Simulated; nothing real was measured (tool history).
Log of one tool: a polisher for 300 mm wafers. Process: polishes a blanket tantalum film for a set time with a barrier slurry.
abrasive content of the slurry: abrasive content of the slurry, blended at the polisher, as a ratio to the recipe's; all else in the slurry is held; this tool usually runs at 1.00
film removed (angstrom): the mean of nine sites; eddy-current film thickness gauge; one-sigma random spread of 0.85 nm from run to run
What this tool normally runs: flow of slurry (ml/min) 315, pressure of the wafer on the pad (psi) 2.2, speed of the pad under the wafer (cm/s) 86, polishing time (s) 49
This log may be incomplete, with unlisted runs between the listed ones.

run    hour  flow of slurry (ml/min)  pressure of the wafer on the pad (psi)  speed of the pad under the wafer (cm/s)  abrasive content of the slurry  polishing time (s)  incoming thickness of the incoming film, nm  film removed (angstrom)
  1     0.0                      315                                     2.2                                       86                            1.15                  49                                        349.2                      743
       30.7  -- slurry blender recalibrated
  2    61.5                      315                                     2.2                                       98                            1.00                  43                                        350.0                      731
  3    94.9                      315                                     2.2                                       98                            1.00                  43                                        348.2                      728
      112.6  -- slurry nozzle cleaned
      168.1  -- worn pad replaced by a new one
  4   168.6                      315                                     2.2                                       98                            1.00                  43                                        349.6                      740
  5   198.3                      315                                     2.2                                       86                            1.00                  49                                        357.2                      735
  6   245.1                      315                                     2.2                                       86                            1.00                  49                                        352.0                      754
  7   308.6                      315                                     2.2                                       86                            1.00                  49                                        345.9                      725
  8   365.3                      315                                     2.2                                       86                            1.10                  55                                        356.3                      844
      391.1  -- worn pad replaced by a new one
  9   395.5                      315                                     2.2                                       86                            1.10                  55                                        348.2                      857
      432.3  -- slurry nozzle cleaned
 10   458.3                      315                                     2.2                                       86                            1.00                  49                                        346.0                      710
      482.5  -- slurry blender recalibrated
 11   523.7                      315                                     2.2                                       86                            1.00                  49                                        346.8                      785
      531.6  -- head pressure recalibrated
 12   581.6                      275                                     2.9                                       86                            0.90                  37                                        357.4                      659
      604.1  -- worn pad replaced by a new one
 13   646.9                      315                                     2.2                                      108                            1.00                  49                                        355.8                      869
      691.6  -- slurry nozzle cleaned
 14   698.1                      315                                     2.2                                      104                            1.00                  64                                        350.8                     1087
 15   737.1                      315                                     2.2                                       86                            1.00                  44                                        350.0                      607
 16   805.6                      315                                     2.2                                       86                            1.00                  49                                        347.9                      677
 17   833.7                      260                                     2.2                                       98                            1.00                  49                                        345.5                      755
      851.8  -- worn pad replaced by a new one
 18   891.3                      315                                     2.2                                       62                            1.00                  49                                        352.3                      479
      900.4  -- slurry blender recalibrated
 19   940.9                      315                                     2.7                                       60                            1.00                  49                                        351.3                      603
 20   985.0                      365                                     2.2                                       86                            1.20                  49                                        350.6                      723
     1028.3  -- slurry nozzle cleaned
 21  1050.2                      315                                     2.2                                       86                            1.20                  36                                        343.3                      541
     1056.6  -- worn pad replaced by a new one
 22  1086.7                      315                                     2.2                                       86                            1.00                  49                                        349.9                      692
 23  1121.2                      315                                     2.2                                       86                            1.00                  49                                        349.8                      706

Forecast each of these 5 alternatives for the next run:
  A  1121.6                      315                                     2.2                                       76                            1.00                  49                                        345.8                        ?
  B  1121.6                      315                                     2.8                                       86                            1.00                  49                                        345.8                        ?
  C  1121.6                      315                                     2.4                                       86                            1.00                  49                                        345.8                        ?
  D  1121.6                      410                                     2.2                                      116                            1.15                  65                                        345.8                        ?
  E  1121.6                      315                                     1.7                                       86                            1.00                  49                                        345.8                        ?

run  film removed (angstrom)
  A                      616
  B                      887
  C                      760
  D                     1317
  E                      538
The same runs, with their run-to-run variation unchanged, on a tool lacking any hidden condition would have given:
run  film removed (angstrom)
  A                      606
  B                      873
  C                      748
  D                     1295
  E                      530
